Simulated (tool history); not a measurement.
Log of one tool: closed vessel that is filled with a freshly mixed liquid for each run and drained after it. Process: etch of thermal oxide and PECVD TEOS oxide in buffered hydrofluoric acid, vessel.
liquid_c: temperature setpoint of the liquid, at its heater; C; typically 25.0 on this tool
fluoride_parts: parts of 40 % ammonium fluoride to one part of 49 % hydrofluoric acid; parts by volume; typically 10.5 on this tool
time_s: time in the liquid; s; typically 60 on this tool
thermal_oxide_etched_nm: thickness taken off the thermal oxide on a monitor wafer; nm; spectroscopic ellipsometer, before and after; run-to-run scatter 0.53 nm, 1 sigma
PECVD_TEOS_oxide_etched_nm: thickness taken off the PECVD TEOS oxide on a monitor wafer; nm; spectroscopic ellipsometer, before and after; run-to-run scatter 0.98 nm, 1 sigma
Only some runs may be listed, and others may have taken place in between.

run	hour	liquid_c	fluoride_parts	time_s	read-back film thickness of the thermal oxide reference wafer, read on the same gauge (nm)	read-back film thickness of the PECVD TEOS oxide reference wafer, read on the same gauge (nm)	thermal_oxide_etched_nm	PECVD_TEOS_oxide_etched_nm
1	0.0	25.0	10.5	60	119.98	99.99	54.06	110.15
# hour 6.3: thermometer replaced
2	12.1	22.5	10.5	60	120.00	99.99	54.53	111.54
3	22.9	22.5	10.5	60	120.01	100.00	53.90	111.52
4	34.9	22.5	10.5	60	120.02	100.02	53.75	110.99
5	42.7	25.0	10.5	60	120.01	99.98	60.79	125.12
6	54.1	25.0	10.5	60	120.01	99.98	61.94	125.83
7	63.7	20.0	10.5	35	120.00	100.00	27.23	55.81
8	74.3	25.0	10.5	60	120.03	100.02	61.68	126.78
9	87.7	28.0	7.0	60	119.99	100.02	102.89	213.23
10	100.6	25.0	10.5	85	120.00	99.99	85.74	178.62
11	118.4	25.0	10.5	60	120.01	99.98	60.99	124.84
12	125.0	21.5	10.5	60	120.00	99.99	50.31	103.03
13	131.7	25.0	7.5	60	119.99	100.01	80.67	170.22
# hour 163.2: hydrofluoric acid flow meter replaced
14	178.1	25.0	11.5	85	119.99	100.00	87.90	180.26
15	188.9	22.0	9.5	35	120.00	99.99	35.99	75.05
16	239.0	29.5	8.5	60	119.99	100.01	101.58	211.13
17	255.4	29.0	10.5	75	119.98	99.99	102.67	212.66
18	266.0	27.0	7.5	40	120.00	99.97	67.72	139.19
19	282.4	20.5	9.0	75	120.01	99.99	73.25	148.85
20	294.3	20.5	9.0	75	119.99	100.02	73.56	150.08
21	306.2	25.0	10.5	60	120.00	100.00	65.41	137.24
22	341.4	27.5	10.5	60	120.01	99.99	75.15	155.49
# hour 348.9: gauge calibrated
23	352.1	22.5	9.0	75	120.00	99.99	80.58	166.70
24	363.7	27.0	10.5	80	119.99	100.02	95.82	199.24
25	376.0	21.5	9.0	60	119.99	99.97	60.98	125.67

Exercise: give the hidden state of the tool at every run:
gauge reads high (%): 0 in every run
H1: liquid colder than its thermometer reads (K)
H2: hydrofluoric acid flow below the setpoint (%)
run	H1	H2
1	2.67	10.6
2	0.0478	10.7
3	0.0658	10.8
4	0.0858	10.9
5	0.0988	11
6	0.118	11.1
7	0.134	11.1
8	0.152	11.2
9	0.174	11.3
10	0.195	11.4
11	0.225	11.6
12	0.236	11.6
13	0.247	11.7
14	0.325	0.819
15	0.343	0.907
16	0.426	1.32
17	0.454	1.45
18	0.471	1.54
19	0.499	1.67
20	0.519	1.77
21	0.538	1.87
22	0.597	2.16
23	0.615	2.25
24	0.634	2.34
25	0.655	2.44

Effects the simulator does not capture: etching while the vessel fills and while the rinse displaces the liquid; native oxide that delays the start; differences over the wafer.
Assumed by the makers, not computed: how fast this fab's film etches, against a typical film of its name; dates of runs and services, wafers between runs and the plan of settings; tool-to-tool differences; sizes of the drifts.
